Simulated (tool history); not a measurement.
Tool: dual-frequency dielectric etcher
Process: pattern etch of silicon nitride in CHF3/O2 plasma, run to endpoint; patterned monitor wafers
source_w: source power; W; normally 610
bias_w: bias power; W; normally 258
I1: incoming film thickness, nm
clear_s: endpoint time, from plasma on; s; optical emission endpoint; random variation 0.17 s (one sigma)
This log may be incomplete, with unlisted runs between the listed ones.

run 1 day=0 | source_w=610 bias_w=258 | I1=70.8 | clear_s=44.2
run 2 day=0.367 | source_w=610 bias_w=258 | I1=70.9 | clear_s=44.2
run 3 day=0.921 | source_w=610 bias_w=258 | I1=70.5 | clear_s=44
run 4 day=1.508 | source_w=540 bias_w=306 | I1=69.8 | clear_s=42.9
run 5 day=2.062 | source_w=540 bias_w=306 | I1=70.8 | clear_s=43.1
run 6 day=2.6 | source_w=550 bias_w=273 | I1=70.3 | clear_s=44.6
run 7 day=3.067 | source_w=550 bias_w=273 | I1=71.1 | clear_s=45.1
run 8 day=3.446 | source_w=550 bias_w=273 | I1=70.6 | clear_s=44.7
run 9 day=4.104 | source_w=520 bias_w=258 | I1=70.8 | clear_s=46.5
run 10 day=4.642 | source_w=520 bias_w=258 | I1=70.4 | clear_s=46
run 11 day=5.312 | source_w=610 bias_w=258 | I1=70 | clear_s=43.7
run 12 day=5.879 | source_w=610 bias_w=258 | I1=70.3 | clear_s=43.8
run 13 day=6.554 | source_w=610 bias_w=258 | I1=70.2 | clear_s=44
run 14 day=7.1 | source_w=610 bias_w=258 | I1=70.3 | clear_s=44.2
run 15 day=7.379 | source_w=610 bias_w=258 | I1=71.1 | clear_s=44.7
run 16 day=7.988 | source_w=470 bias_w=206 | I1=71.2 | clear_s=51.5
run 17 day=8.404 | source_w=610 bias_w=258 | I1=69.7 | clear_s=43.9
run 18 day=9.092 | source_w=710 bias_w=277 | I1=70.7 | clear_s=41.8
run 19 day=9.421 | source_w=680 bias_w=274 | I1=70.4 | clear_s=42.3
run 20 day=10.154 | source_w=490 bias_w=313 | I1=70.3 | clear_s=43.9
-- day=10.667 bias power generator calibrated
-- day=11.588 wet clean of the chamber
run 21 day=11.608 | source_w=660 bias_w=241 | I1=70.9 | clear_s=43.9
run 22 day=11.854 | source_w=610 bias_w=258 | I1=70.4 | clear_s=43.7
-- day=12.046 source power generator calibrated
-- day=13.354 upper electrode replaced
run 23 day=13.375 | source_w=570 bias_w=204 | I1=70.9 | clear_s=48.3
run 24 day=13.388 | source_w=460 bias_w=258 | I1=70.8 | clear_s=47.4
run 25 day=13.721 | source_w=550 bias_w=226 | I1=70.3 | clear_s=46.9
run 26 day=14.146 | source_w=680 bias_w=280 | I1=70.3 | clear_s=41.2
run 27 day=14.492 | source_w=610 bias_w=258 | I1=70.5 | clear_s=43.7
run 28 day=14.883 | source_w=480 bias_w=226 | I1=69.6 | clear_s=48.5
run 29 day=16.779 | source_w=610 bias_w=279 | I1=70.5 | clear_s=42.7

Hidden state or all else? Some run-to-run changes of clear_s, split into what the settings, what came in and random variation would give without the hidden state, and what is left for the hidden state (with any gauge scatter that isn't in both results):
Hidden state present: etch rate over this chamber's usual, %; source power that arrives over what is set, %; bias power that arrives over what is set, %.
Run 1 -> 2: nothing adjusted, nothing logged. clear_s +0 s: hidden state +0.1, all else -0.1.
Run 15 -> 16: source_w 610 -> 470, bias_w 258 -> 206. clear_s +6.8 s: hidden state +0.1, all else +6.7.
Run 16 -> 17: source_w 470 -> 610, bias_w 206 -> 258. clear_s -7.6 s: hidden state -0.1, all else -7.5.
Run 20 -> 21: source_w 490 -> 660, bias_w 313 -> 241, bias power generator calibrated, wet clean of the chamber. clear_s +0 s: hidden state -0.7, all else +0.7.

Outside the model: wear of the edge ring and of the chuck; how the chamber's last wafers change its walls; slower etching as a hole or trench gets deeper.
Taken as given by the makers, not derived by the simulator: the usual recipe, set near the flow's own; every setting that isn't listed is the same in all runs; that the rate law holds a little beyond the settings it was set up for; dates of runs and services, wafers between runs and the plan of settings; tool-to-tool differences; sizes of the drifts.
